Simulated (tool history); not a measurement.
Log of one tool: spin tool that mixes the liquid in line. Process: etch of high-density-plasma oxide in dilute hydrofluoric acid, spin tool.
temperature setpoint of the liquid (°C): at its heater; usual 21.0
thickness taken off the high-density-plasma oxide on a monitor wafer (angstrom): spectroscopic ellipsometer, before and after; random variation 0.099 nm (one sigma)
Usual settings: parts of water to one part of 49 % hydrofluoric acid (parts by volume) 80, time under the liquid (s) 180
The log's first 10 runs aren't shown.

| run | hour | temperature setpoint of the liquid (°C) | parts of water to one part of 49 % hydrofluoric acid (parts by volume) | time under the liquid (s) | wafers since the last listed run | hours since the thermometer was replaced | hours since the hydrofluoric acid flow meter was replaced | hours since the gauge calibration | read-back film thickness of the high-density-plasma oxide reference wafer, read on the same gauge (nm) | thickness taken off the high-density-plasma oxide on a monitor wafer (angstrom) |
|---|---|---|---|---|---|---|---|---|---|---|
| 11 | 898.1 | 17.0 | 105 | 120 | 555 | 1551.5 | 890.2 | 312.8 | 60.01 | 47.1 |
|  | 923.0 | thermometer replaced |
| 12 | 946.8 | 21.0 | 80 | 275 | 447 | 23.8 | 938.9 | 361.5 | 59.99 | 170.7 |
| 13 | 1142.4 | 21.0 | 80 | 180 | 1834 | 219.4 | 1134.5 | 557.1 | 59.98 | 114.8 |
| 14 | 1212.0 | 21.0 | 65 | 180 | 652 | 289.0 | 1204.1 | 626.7 | 60.01 | 143.9 |
|  | 1272.0 | hydrofluoric acid flow meter replaced |
| 15 | 1313.6 | 21.0 | 45 | 180 | 943 | 390.6 | 41.6 | 728.3 | 59.99 | 198.2 |
| 16 | 1388.0 | 21.0 | 80 | 180 | 697 | 465.0 | 116.0 | 802.7 | 60.00 | 106.5 |
| 17 | 1448.1 | 21.0 | 80 | 180 | 563 | 525.1 | 176.1 | 862.8 | 59.97 | 107.5 |
| 18 | 1488.8 | 23.5 | 100 | 235 | 381 | 565.8 | 216.8 | 903.5 | 60.00 | 122.2 |
| 19 | 1565.6 | 21.0 | 120 | 230 | 720 | 642.6 | 293.6 | 980.3 | 60.00 | 87.9 |
| 20 | 1612.7 | 21.0 | 80 | 265 | 441 | 689.7 | 340.7 | 1027.4 | 59.97 | 161.8 |
| 21 | 1655.3 | 19.5 | 80 | 180 | 399 | 732.3 | 383.3 | 1070.0 | 59.98 | 102.4 |
| 22 | 1731.1 | 24.5 | 80 | 85 | 710 | 808.1 | 459.1 | 1145.8 | 60.00 | 59.8 |
| 23 | 1832.4 | 21.0 | 65 | 220 | 949 | 909.4 | 560.4 | 1247.1 | 60.00 | 169.9 |
| 24 | 1874.6 | 21.0 | 80 | 180 | 395 | 951.6 | 602.6 | 1289.3 | 59.98 | 111.3 |
| 25 | 1917.8 | 24.0 | 80 | 180 | 405 | 994.8 | 645.8 | 1332.5 | 60.00 | 127.0 |
| 26 | 1991.2 | 17.0 | 60 | 225 | 688 | 1068.2 | 719.2 | 1405.9 | 59.99 | 162.1 |
| 27 | 2077.6 | 17.5 | 80 | 180 | 810 | 1154.6 | 805.6 | 1492.3 | 60.01 | 97.4 |
| 28 | 2170.8 | 21.0 | 100 | 135 | 873 | 1247.8 | 898.8 | 1585.5 | 59.96 | 66.0 |
| 29 | 2237.6 | 21.0 | 60 | 180 | 626 | 1314.6 | 965.6 | 1652.3 | 60.03 | 156.3 |
| 30 | 2307.0 | 21.0 | 80 | 110 | 650 | 1384.0 | 1035.0 | 1721.7 | 59.97 | 68.8 |
| 31 | 2386.6 | 18.0 | 115 | 140 | 746 | 1463.6 | 1114.6 | 1801.3 | 59.96 | 52.5 |
|  | 2433.1 | hydrofluoric acid flow meter replaced |
| 32 | 2490.5 | 24.5 | 80 | 180 | 964 | 1567.5 | 57.4 | 1905.2 | 59.98 | 123.3 |
| 33 | 2553.9 | 21.0 | 80 | 180 | 594 | 1630.9 | 120.8 | 1968.6 | 60.01 | 107.6 |

3 ways to go on from here, each from the tool as it stands after run 33. What would each give?
| A | 2554.4 | 21.0 | 80 | 280 | 4 | 1631.4 | 121.3 | 1969.1 | ? | ? |
| B | 2554.4 | 17.5 | 65 | 80 | 4 | 1631.4 | 121.3 | 1969.1 | ? | ? |
| C | 2554.4 | 22.5 | 65 | 180 | 4 | 1631.4 | 121.3 | 1969.1 | ? | ? |

| run | read-back film thickness of the high-density-plasma oxide reference wafer, read on the same gauge (nm) | thickness taken off the high-density-plasma oxide on a monitor wafer (angstrom) |
|---|---|---|
| A | 60.00 | 171.6 |
| B | 60.00 | 53.0 |
| C | 60.00 | 147.1 |
Without the tool's hidden state the same runs would have given:
| run | thickness taken off the high-density-plasma oxide on a monitor wafer (angstrom) |
|---|---|
| A | 168.4 |
| B | 52.0 |
| C | 144.3 |
